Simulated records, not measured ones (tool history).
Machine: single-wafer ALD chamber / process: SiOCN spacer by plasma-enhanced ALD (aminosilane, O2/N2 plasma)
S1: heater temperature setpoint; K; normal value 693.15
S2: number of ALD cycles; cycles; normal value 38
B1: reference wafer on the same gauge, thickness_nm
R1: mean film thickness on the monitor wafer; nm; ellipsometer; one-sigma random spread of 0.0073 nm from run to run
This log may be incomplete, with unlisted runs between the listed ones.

run 1 hour=0 | S1=693.15 S2=32 | B1=2.402 | R1=1.871
run 2 hour=107.1 | S1=689.15 S2=38 | B1=2.399 | R1=2.259
run 3 hour=214.5 | S1=689.15 S2=38 | B1=2.399 | R1=2.241
run 4 hour=293.8 | S1=689.15 S2=38 | B1=2.4 | R1=2.243
run 5 hour=358.8 | S1=693.15 S2=38 | B1=2.4 | R1=2.217
run 6 hour=429.6 | S1=693.15 S2=38 | B1=2.4 | R1=2.212
run 7 hour=516 | S1=693.15 S2=38 | B1=2.401 | R1=2.234
run 8 hour=838.8 | S1=693.15 S2=38 | B1=2.401 | R1=2.228
run 9 hour=918.5 | S1=693.15 S2=38 | B1=2.398 | R1=2.239
run 10 hour=976.3 | S1=693.15 S2=38 | B1=2.399 | R1=2.237
run 11 hour=1059.3 | S1=697.15 S2=38 | B1=2.398 | R1=2.2
run 12 hour=1235.8 | S1=693.15 S2=38 | B1=2.401 | R1=2.201
run 13 hour=1338.5 | S1=693.15 S2=38 | B1=2.4 | R1=2.199
run 14 hour=1407.3 | S1=693.15 S2=38 | B1=2.401 | R1=2.213
run 15 hour=1484.1 | S1=693.15 S2=42 | B1=2.401 | R1=2.432
run 16 hour=1576.1 | S1=693.15 S2=42 | B1=2.401 | R1=2.44
run 17 hour=1677 | S1=693.15 S2=42 | B1=2.4 | R1=2.452
run 18 hour=1753.2 | S1=685.15 S2=38 | B1=2.398 | R1=2.271
run 19 hour=1805 | S1=685.15 S2=38 | B1=2.398 | R1=2.255
run 20 hour=1956.6 | S1=685.15 S2=38 | B1=2.397 | R1=2.277
run 21 hour=2025.2 | S1=685.15 S2=38 | B1=2.399 | R1=2.267
run 22 hour=2113.8 | S1=693.15 S2=38 | B1=2.402 | R1=2.22
run 23 hour=2192 | S1=693.15 S2=38 | B1=2.399 | R1=2.229
run 24 hour=2237.9 | S1=693.15 S2=43 | B1=2.399 | R1=2.525
run 25 hour=2328.5 | S1=688.15 S2=44 | B1=2.4 | R1=2.62
run 26 hour=2389.1 | S1=683.15 S2=41 | B1=2.399 | R1=2.461
run 27 hour=2460.2 | S1=688.15 S2=43 | B1=2.399 | R1=2.554
run 28 hour=2767.5 | S1=680.15 S2=44 | B1=2.4 | R1=2.669
run 29 hour=2805.1 | S1=708.15 S2=34 | B1=2.399 | R1=1.906
run 30 hour=2906.2 | S1=693.15 S2=38 | B1=2.4 | R1=2.195
run 31 hour=2964.3 | S1=693.15 S2=38 | B1=2.4 | R1=2.204
run 32 hour=3019 | S1=693.15 S2=31 | B1=2.397 | R1=1.793
run 33 hour=3118.8 | S1=701.15 S2=30 | B1=2.399 | R1=1.695
run 34 hour=3226.7 | S1=693.15 S2=38 | B1=2.4 | R1=2.203
run 35 hour=3332.1 | S1=704.15 S2=43 | B1=2.4 | R1=2.434
run 36 hour=3426.5 | S1=700.15 S2=40 | B1=2.4 | R1=2.28
run 37 hour=3692 | S1=693.15 S2=40 | B1=2.399 | R1=2.323
run 38 hour=3751.8 | S1=693.15 S2=38 | B1=2.4 | R1=2.21
run 39 hour=3841.6 | S1=679.15 S2=38 | B1=2.402 | R1=2.312
run 40 hour=3880.9 | S1=682.15 S2=46 | B1=2.402 | R1=2.78

Withheld: 4 entries from between the runs. Position of each, and hidden state at the listed run before versus the listed run after:
After run 5, before run 6: gauge calibrated (hour 373.2)
  wafer temperature above the value expected at the setpoint (K): -5.09 -> -5.24
  measured result minus the result with no hidden state, R1: +0.031 -> +0.032 nm
After run 11, before run 12: thermocouple changed; heater temperature recalibrated (hour 1174.7)
  wafer temperature above the value expected at the setpoint (K): -6.06 -> -0.544
  measured result minus the result with no hidden state, R1: +0.037 -> +0.003 nm
After run 29, before run 30: thermocouple changed; heater temperature recalibrated (hour 2905.7)
  wafer temperature above the value expected at the setpoint (K): -5.79 -> 0.122
  measured result minus the result with no hidden state, R1: +0.031 -> +0 nm
After run 31, before run 32: gauge calibrated (hour 2988.2)
  wafer temperature above the value expected at the setpoint (K): -0.425 -> -0.896
  measured result minus the result with no hidden state, R1: +0.003 -> +0.005 nm

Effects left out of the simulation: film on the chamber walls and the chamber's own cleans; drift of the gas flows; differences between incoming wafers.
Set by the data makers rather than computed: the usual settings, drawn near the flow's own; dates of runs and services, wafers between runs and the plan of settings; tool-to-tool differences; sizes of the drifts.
